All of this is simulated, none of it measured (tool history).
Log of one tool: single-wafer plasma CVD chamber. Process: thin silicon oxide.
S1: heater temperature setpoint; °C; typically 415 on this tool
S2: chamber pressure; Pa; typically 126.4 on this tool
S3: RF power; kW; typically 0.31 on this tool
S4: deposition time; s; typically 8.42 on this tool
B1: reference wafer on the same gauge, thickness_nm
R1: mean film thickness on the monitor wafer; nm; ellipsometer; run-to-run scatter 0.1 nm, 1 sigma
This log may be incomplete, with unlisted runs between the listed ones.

| run | hour | S1 | S2 | S3 | S4 | B1 | R1 |
|---|---|---|---|---|---|---|---|
| 1 | 0 | 415 | 103.9 | 0.31 | 8.42 | 19.292 | 14.891 |
|  | 55.4 | showerhead replaced |
| 2 | 84.9 | 415 | 141.6 | 0.31 | 9.07 | 19.306 | 20.689 |
| 3 | 190.8 | 415 | 141.6 | 0.31 | 9.07 | 19.306 | 20.544 |
| 4 | 230.3 | 415 | 126.4 | 0.31 | 8.42 | 19.318 | 17.547 |
| 5 | 359.2 | 415 | 126.4 | 0.31 | 8.42 | 19.301 | 17.443 |
| 6 | 408.7 | 403 | 126.4 | 0.265 | 8.42 | 19.297 | 16.507 |
|  | 428.9 | thermocouple changed; heater temperature recalibrated |
| 7 | 459.5 | 403 | 126.4 | 0.265 | 8.42 | 19.286 | 16.434 |
| 8 | 547.3 | 403 | 126.4 | 0.265 | 8.42 | 19.317 | 16.426 |
|  | 655.2 | RF generator calibrated |
| 9 | 655.7 | 425 | 126.4 | 0.325 | 8.42 | 19.288 | 18.17 |
|  | 663.4 | gauge calibrated |
| 10 | 690.9 | 415 | 112 | 0.31 | 9.58 | 19.286 | 18.335 |
| 11 | 752 | 422 | 153.5 | 0.27 | 7.38 | 19.274 | 16.889 |
| 12 | 820.1 | 415 | 126.4 | 0.355 | 8.42 | 19.313 | 18.817 |
| 13 | 868.6 | 415 | 102.5 | 0.31 | 8.42 | 19.29 | 14.86 |
| 14 | 938.8 | 415 | 126.4 | 0.31 | 7.95 | 19.301 | 16.886 |
| 15 | 1018.7 | 415 | 126.4 | 0.31 | 8.42 | 19.317 | 17.81 |
| 16 | 1055.8 | 430 | 126.4 | 0.31 | 9.26 | 19.292 | 19.385 |
| 17 | 1110.5 | 415 | 126.4 | 0.31 | 8.42 | 19.302 | 17.633 |
| 18 | 1190.9 | 415 | 126.4 | 0.31 | 7.99 | 19.319 | 16.963 |
|  | 1267.8 | capacitance manometer re-zeroed and calibrated |
| 19 | 1284.5 | 419 | 113.9 | 0.275 | 10.03 | 19.264 | 18.179 |
| 20 | 1366.4 | 415 | 126.4 | 0.31 | 8.42 | 19.334 | 17.668 |
| 21 | 1404.7 | 425 | 144.4 | 0.37 | 7.24 | 19.293 | 17.485 |
| 22 | 1497.7 | 415 | 126.4 | 0.25 | 8.42 | 19.316 | 15.96 |
|  | 1577.2 | RF generator calibrated |
| 23 | 1588 | 415 | 126.4 | 0.31 | 8.42 | 19.309 | 17.839 |
| 24 | 1638.3 | 415 | 156.7 | 0.31 | 8.42 | 19.314 | 20.73 |
| 25 | 1685.6 | 415 | 134.9 | 0.29 | 8.42 | 19.305 | 18.138 |
| 26 | 1763.2 | 415 | 126.4 | 0.31 | 8.42 | 19.276 | 17.75 |
| 27 | 1836.5 | 421 | 142.9 | 0.37 | 8.42 | 19.282 | 20.337 |
| 28 | 1901.2 | 415 | 126.4 | 0.31 | 8.42 | 19.309 | 17.72 |

What the log doesn't show, run by run:
wafer temperature above the value expected at the setpoint (K): 0 on each run
true pressure above the setpoint (%): 0 on each run
gauge reads high (%): 0 on each run
H1: delivered RF power above the setpoint (%)
| run | H1 |
|---|---|
| 1 | -3.58 |
| 2 | -4.23 |
| 3 | -5.04 |
| 4 | -5.34 |
| 5 | -6.32 |
| 6 | -6.7 |
| 7 | -7.09 |
| 8 | -7.76 |
| 9 | -0.0878 |
| 10 | -0.357 |
| 11 | -0.824 |
| 12 | -1.34 |
| 13 | -1.71 |
| 14 | -2.25 |
| 15 | -2.86 |
| 16 | -3.15 |
| 17 | -3.56 |
| 18 | -4.18 |
| 19 | -4.89 |
| 20 | -5.52 |
| 21 | -5.81 |
| 22 | -6.52 |
| 23 | -0.806 |
| 24 | -1.19 |
| 25 | -1.55 |
| 26 | -2.15 |
| 27 | -2.71 |
| 28 | -3.2 |

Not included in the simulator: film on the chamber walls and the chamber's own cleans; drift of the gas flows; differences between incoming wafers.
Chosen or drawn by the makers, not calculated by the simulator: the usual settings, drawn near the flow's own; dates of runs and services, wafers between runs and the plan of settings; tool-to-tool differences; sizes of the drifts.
